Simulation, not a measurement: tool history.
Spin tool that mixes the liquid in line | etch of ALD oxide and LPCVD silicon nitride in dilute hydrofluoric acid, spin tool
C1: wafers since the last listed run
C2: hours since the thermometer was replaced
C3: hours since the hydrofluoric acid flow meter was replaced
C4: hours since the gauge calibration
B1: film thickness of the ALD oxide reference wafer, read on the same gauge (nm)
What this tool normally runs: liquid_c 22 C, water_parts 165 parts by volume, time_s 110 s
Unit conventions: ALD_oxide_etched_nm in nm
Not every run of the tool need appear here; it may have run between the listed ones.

Run 1, hour 0: usual settings; C1 0; C2 2314.4; C3 1236.3; C4 368.9; B1 80. Result: ALD_oxide_etched_nm 15.41 nm.
Run 2, hour 16.5: usual settings; C1 137; C2 2330.9; C3 1252.8; C4 385.4; B1 79.99. Result: ALD_oxide_etched_nm 15.46 nm.
Run 3, hour 42.4: usual settings; C1 215; C2 2356.8; C3 1278.7; C4 411.3; B1 80.01. Result: ALD_oxide_etched_nm 15.42 nm.
Run 4, hour 66.1: usual settings; C1 197; C2 2380.5; C3 1302.4; C4 435; B1 80.01. Result: ALD_oxide_etched_nm 15.56 nm.
At hour 76.3: thermometer replaced.
Run 5, hour 87.2: usual settings; C1 167; C2 10.9; C3 1323.5; C4 456.1; B1 80.01. Result: ALD_oxide_etched_nm 14.16 nm.
Run 6, hour 120.1: usual settings but liquid_c 20 C; C1 274; C2 43.8; C3 1356.4; C4 489; B1 79.98. Result: ALD_oxide_etched_nm 13.03 nm.
Run 7, hour 147.4: usual settings but liquid_c 20 C; C1 227; C2 71.1; C3 1383.7; C4 516.3; B1 80.03. Result: ALD_oxide_etched_nm 12.92 nm.
At hour 147.5: gauge calibrated.
Run 8, hour 180.1: usual settings but water_parts 120 parts by volume, time_s 85 s; C1 272; C2 103.8; C3 1416.4; C4 32.6; B1 80.01. Result: ALD_oxide_etched_nm 15.72 nm.
Run 9, hour 193.7: usual settings but liquid_c 20.5 C, time_s 140 s; C1 113; C2 117.4; C3 1430; C4 46.2; B1 80. Result: ALD_oxide_etched_nm 16.82 nm.
Run 10, hour 221.5: usual settings but liquid_c 23.5 C; C1 231; C2 145.2; C3 1457.8; C4 74; B1 80.05. Result: ALD_oxide_etched_nm 14.8 nm.
At hour 247.4: hydrofluoric acid flow meter replaced.
Run 11, hour 252.9: usual settings but liquid_c 18.5 C; C1 253; C2 176.6; C3 5.5; C4 105.4; B1 80.02. Result: ALD_oxide_etched_nm 12.24 nm.
Run 12, hour 280.3: usual settings but liquid_c 26 C, water_parts 100 parts by volume; C1 228; C2 204; C3 32.9; C4 132.8; B1 79.99. Result: ALD_oxide_etched_nm 29.49 nm.
Run 13, hour 305.7: usual settings; C1 211; C2 229.4; C3 58.3; C4 158.2; B1 79.98. Result: ALD_oxide_etched_nm 13.89 nm.
Run 14, hour 333.5: usual settings but liquid_c 23.5 C, water_parts 190 parts by volume; C1 231; C2 257.2; C3 86.1; C4 186; B1 79.98. Result: ALD_oxide_etched_nm 12.66 nm.
Run 15, hour 355.5: usual settings but liquid_c 19.5 C; C1 183; C2 279.2; C3 108.1; C4 208; B1 79.97. Result: ALD_oxide_etched_nm 12.88 nm.
Run 16, hour 390.7: usual settings; C1 293; C2 314.4; C3 143.3; C4 243.2; B1 80. Result: ALD_oxide_etched_nm 14.28 nm.
Run 17, hour 419.1: usual settings but liquid_c 20 C, water_parts 115 parts by volume, time_s 175 s; C1 236; C2 342.8; C3 171.7; C4 271.6; B1 79.99. Result: ALD_oxide_etched_nm 31.5 nm.
Run 18, hour 454.8: usual settings but water_parts 100 parts by volume; C1 297; C2 378.5; C3 207.4; C4 307.3; B1 80.02. Result: ALD_oxide_etched_nm 25.26 nm.
Run 19, hour 482: usual settings; C1 226; C2 405.7; C3 234.6; C4 334.5; B1 80. Result: ALD_oxide_etched_nm 14.36 nm.
Run 20, hour 512.4: usual settings but liquid_c 20 C, water_parts 230 parts by volume; C1 253; C2 436.1; C3 265; C4 364.9; B1 79.98. Result: ALD_oxide_etched_nm 8.89 nm.
Run 21, hour 532.1: usual settings but water_parts 140 parts by volume; C1 164; C2 455.8; C3 284.7; C4 384.6; B1 80. Result: ALD_oxide_etched_nm 17.31 nm.
Run 22, hour 556.9: usual settings but liquid_c 26.5 C; C1 206; C2 480.6; C3 309.5; C4 409.4; B1 80.06. Result: ALD_oxide_etched_nm 16.86 nm.
Run 23, hour 582.5: usual settings but liquid_c 25.5 C, water_parts 210 parts by volume, time_s 65 s; C1 213; C2 506.2; C3 335.1; C4 435; B1 80.03. Result: ALD_oxide_etched_nm 7.26 nm.
Run 24, hour 598.5: usual settings but liquid_c 26.5 C, water_parts 185 parts by volume, time_s 175 s; C1 133; C2 522.2; C3 351.1; C4 451; B1 80. Result: ALD_oxide_etched_nm 23.28 nm.
Run 25, hour 618.4: usual settings but liquid_c 24 C, water_parts 225 parts by volume; C1 165; C2 542.1; C3 371; C4 470.9; B1 80.01. Result: ALD_oxide_etched_nm 10.64 nm.

Same runs, no hidden state in the tool, same run-to-run variation:
Hidden conditions of the tool in this case: liquid hotter than its thermometer reads (K); hydrofluoric acid flow above the setpoint (%); gauge reads high (%).
run  ALD_oxide_etched_nm
  1                13.91
  2                13.94
  3                13.88
  4                   14
  5                14.08
  6                12.94
  7                12.82
  8                15.57
  9                16.65
 10                14.64
 11                12.08
 12                29.08
 13                13.69
 14                12.46
 15                12.66
 16                14.02
 17                30.84
 18                24.69
 19                14.03
 20                 8.68
 21                16.88
 22                16.45
 23                 7.08
 24                22.68
 25                10.36

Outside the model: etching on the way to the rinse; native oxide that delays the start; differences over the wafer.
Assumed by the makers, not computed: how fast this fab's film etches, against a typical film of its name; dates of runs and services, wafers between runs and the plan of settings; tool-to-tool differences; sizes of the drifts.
